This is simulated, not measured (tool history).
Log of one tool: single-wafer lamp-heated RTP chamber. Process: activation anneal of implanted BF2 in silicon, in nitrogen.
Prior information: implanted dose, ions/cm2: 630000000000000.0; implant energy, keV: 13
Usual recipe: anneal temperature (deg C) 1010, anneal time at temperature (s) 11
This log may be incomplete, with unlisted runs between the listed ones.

run    hour  anneal temperature (deg C)  anneal time at temperature (s)  read-back reference wafer on the same gauge, sheet resistance  sheet resistance of the implanted and annealed layer (ohm/square)
  1       0                        1010                              16                                                         270.02                                                             259.98
       52.1  -- pyrometer window cleaned and pyrometer calibrated
  2      54                        1027                              14                                                         270.12                                                             246.27
  3   157.6                        1027                              14                                                         269.84                                                             244.66
  4   225.1                        1010                              11                                                         269.85                                                             267.58
  5   313.5                        1010                              11                                                         269.87                                                             266.79
        333  -- gauge calibrated
      371.5  -- pyrometer window cleaned and pyrometer calibrated
  6   375.5                        1010                              11                                                         270.01                                                             264.94
      453.5  -- reflector plate cleaned
  7   474.2                         995                               9                                                         270.13                                                             299.05
  8   529.6                         985                               9                                                          270.3                                                             317.64
  9   614.6                         981                              17                                                         270.24                                                              300.2
 10   711.5                        1010                              11                                                         270.34                                                             268.97
      719.6  -- pyrometer window cleaned and pyrometer calibrated
 11     772                         999                               9                                                         270.19                                                             288.28
 12   869.8                        1010                              11                                                         270.03                                                             265.83
     1005.9  -- reflector plate cleaned
     1061.8  -- pyrometer window cleaned and pyrometer calibrated
     1068.6  -- gauge calibrated
 13  1170.4                        1039                               5                                                         269.95                                                             260.54
     1362.7  -- pyrometer window cleaned and pyrometer calibrated
 14  1455.9                        1018                               8                                                         270.16                                                             266.38

The tool's hidden state at each run:
true wafer temperature minus pyrometer reading, K: 0 across all the runs
gauge reads high (%): 0 across all the runs
H1: wafer temperature error from the tarnished reflector plate, K
run     H1
  1   2.88
  2   3.64
  3   5.11
  4   6.06
  5   7.32
  6   8.19
  7  0.318
  8    1.1
  9   2.31
 10   3.68
 11   4.54
 12   5.92
 13   2.97
 14   7.02

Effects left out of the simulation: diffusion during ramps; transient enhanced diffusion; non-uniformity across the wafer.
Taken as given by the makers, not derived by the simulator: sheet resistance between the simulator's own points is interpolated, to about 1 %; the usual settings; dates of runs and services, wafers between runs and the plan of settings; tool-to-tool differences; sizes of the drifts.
